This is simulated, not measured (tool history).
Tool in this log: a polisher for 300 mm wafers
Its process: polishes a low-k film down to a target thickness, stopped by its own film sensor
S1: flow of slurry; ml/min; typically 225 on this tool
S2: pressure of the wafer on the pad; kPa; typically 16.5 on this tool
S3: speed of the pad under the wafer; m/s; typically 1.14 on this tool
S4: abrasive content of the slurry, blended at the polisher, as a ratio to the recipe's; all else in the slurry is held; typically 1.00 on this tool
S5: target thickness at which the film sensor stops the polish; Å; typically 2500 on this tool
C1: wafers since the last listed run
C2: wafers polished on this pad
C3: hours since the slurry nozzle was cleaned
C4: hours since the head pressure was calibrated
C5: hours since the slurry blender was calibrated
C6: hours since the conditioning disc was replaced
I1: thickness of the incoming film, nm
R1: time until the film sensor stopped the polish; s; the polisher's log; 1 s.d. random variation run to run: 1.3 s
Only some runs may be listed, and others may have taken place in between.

| run | hour | S1 | S2 | S3 | S4 | S5 | C1 | C2 | C3 | C4 | C5 | C6 | I1 | R1 |
|---|---|---|---|---|---|---|---|---|---|---|---|---|---|---|
| 1 | 0.0 | 225 | 16.5 | 1.14 | 1.00 | 2500 | 0 | 557 | 115.1 | 380.0 | 135.9 | 177.2 | 312.6 | 148.8 |
| 2 | 15.4 | 225 | 16.5 | 1.14 | 1.00 | 2500 | 137 | 694 | 130.5 | 395.4 | 151.3 | 192.6 | 310.0 | 144.2 |
|  | 28.5 | conditioning disc replaced and pad reconditioned |
| 3 | 42.0 | 225 | 16.5 | 1.14 | 0.85 | 2500 | 219 | 914 | 157.1 | 422.0 | 177.9 | 13.5 | 312.3 | 164.5 |
| 4 | 54.3 | 225 | 16.5 | 1.14 | 0.85 | 2500 | 109 | 1023 | 169.4 | 434.3 | 190.2 | 25.8 | 312.4 | 165.4 |
|  | 69.5 | worn pad replaced by a new one |
| 5 | 70.0 | 225 | 16.5 | 1.14 | 0.85 | 2500 | 104 | 4 | 185.1 | 450.0 | 205.9 | 41.5 | 310.6 | 156.2 |
| 6 | 101.0 | 225 | 16.5 | 1.14 | 1.00 | 2500 | 276 | 280 | 216.1 | 481.0 | 236.9 | 72.5 | 313.3 | 155.3 |
| 7 | 124.8 | 225 | 16.5 | 1.14 | 1.00 | 2500 | 212 | 493 | 239.9 | 504.8 | 260.7 | 96.3 | 303.8 | 132.1 |
| 8 | 156.5 | 225 | 16.5 | 1.14 | 1.00 | 2500 | 282 | 775 | 271.6 | 536.5 | 292.4 | 128.0 | 311.0 | 153.6 |
| 9 | 184.1 | 225 | 16.5 | 1.14 | 1.00 | 2500 | 246 | 1021 | 299.2 | 564.1 | 320.0 | 155.6 | 308.9 | 151.5 |
|  | 196.1 | conditioning disc replaced and pad reconditioned |
|  | 200.1 | worn pad replaced by a new one |
| 10 | 263.7 | 225 | 13.1 | 1.14 | 1.00 | 2500 | 656 | 567 | 378.8 | 643.7 | 399.6 | 67.6 | 316.1 | 220.6 |
|  | 293.0 | slurry blender recalibrated |
| 11 | 299.1 | 225 | 16.5 | 1.14 | 1.00 | 2500 | 297 | 864 | 414.2 | 679.1 | 6.1 | 103.0 | 304.7 | 132.1 |
| 12 | 326.9 | 305 | 16.5 | 1.14 | 1.00 | 2500 | 247 | 1112 | 442.0 | 706.9 | 33.9 | 130.8 | 308.7 | 137.6 |
|  | 343.1 | worn pad replaced by a new one |
| 13 | 343.9 | 225 | 16.5 | 1.28 | 1.20 | 2500 | 115 | 7 | 459.0 | 723.9 | 50.9 | 147.8 | 313.5 | 127.8 |
| 14 | 366.5 | 225 | 16.5 | 1.14 | 1.00 | 2500 | 201 | 209 | 481.6 | 746.5 | 73.5 | 170.4 | 307.1 | 135.1 |
|  | 408.5 | conditioning disc replaced and pad reconditioned |
| 15 | 409.0 | 225 | 16.5 | 0.84 | 1.00 | 2610 | 361 | 570 | 524.1 | 789.0 | 116.0 | 0.5 | 304.7 | 129.2 |
| 16 | 432.9 | 155 | 16.5 | 0.98 | 0.75 | 2650 | 213 | 783 | 548.0 | 812.9 | 139.9 | 24.4 | 308.5 | 139.3 |
| 17 | 465.0 | 225 | 20.7 | 1.14 | 1.00 | 2500 | 286 | 1069 | 580.1 | 845.0 | 172.0 | 56.5 | 311.4 | 122.3 |
|  | 482.2 | worn pad replaced by a new one |
|  | 490.0 | head pressure recalibrated |
|  | 490.4 | slurry nozzle cleaned |
| 18 | 497.1 | 225 | 16.5 | 1.28 | 1.20 | 2500 | 229 | 111 | 6.7 | 7.1 | 204.1 | 88.6 | 308.5 | 118.6 |
| 19 | 525.3 | 165 | 20.7 | 1.14 | 1.00 | 2430 | 251 | 363 | 34.9 | 35.3 | 232.3 | 116.8 | 306.4 | 126.7 |
|  | 586.2 | conditioning disc replaced and pad reconditioned |
| 20 | 594.6 | 185 | 16.5 | 0.98 | 1.10 | 2500 | 600 | 963 | 104.2 | 104.6 | 301.6 | 8.4 | 310.0 | 163.8 |
|  | 608.5 | worn pad replaced by a new one |
| 21 | 617.5 | 225 | 16.5 | 1.00 | 1.00 | 2600 | 168 | 80 | 127.1 | 127.5 | 324.5 | 31.3 | 307.7 | 125.1 |
| 22 | 649.0 | 225 | 16.5 | 1.14 | 1.00 | 2500 | 280 | 360 | 158.6 | 159.0 | 356.0 | 62.8 | 309.8 | 154.3 |

What if the next run were any one of these 4? Each begins from the tool's condition after run 22:
| A | 649.5 | 290 | 16.5 | 1.14 | 1.00 | 2500 | 4 | 365 | 159.1 | 159.5 | 356.5 | 63.3 | 311.5 | ? |
| B | 649.5 | 225 | 18.6 | 1.46 | 1.00 | 2500 | 4 | 365 | 159.1 | 159.5 | 356.5 | 63.3 | 311.5 | ? |
| C | 649.5 | 225 | 13.1 | 1.14 | 1.00 | 2340 | 4 | 365 | 159.1 | 159.5 | 356.5 | 63.3 | 311.5 | ? |
| D | 649.5 | 225 | 16.5 | 1.14 | 0.75 | 2500 | 4 | 365 | 159.1 | 159.5 | 356.5 | 63.3 | 311.5 | ? |

| run | R1 |
|---|---|
| A | 150.5 |
| B | 115.1 |
| C | 246.0 |
| D | 178.1 |
With the hidden condition removed and each run's random variation left untouched, the same runs would have given:
| run | R1 |
|---|---|
| A | 136.1 |
| B | 104.1 |
| C | 222.4 |
| D | 159.2 |

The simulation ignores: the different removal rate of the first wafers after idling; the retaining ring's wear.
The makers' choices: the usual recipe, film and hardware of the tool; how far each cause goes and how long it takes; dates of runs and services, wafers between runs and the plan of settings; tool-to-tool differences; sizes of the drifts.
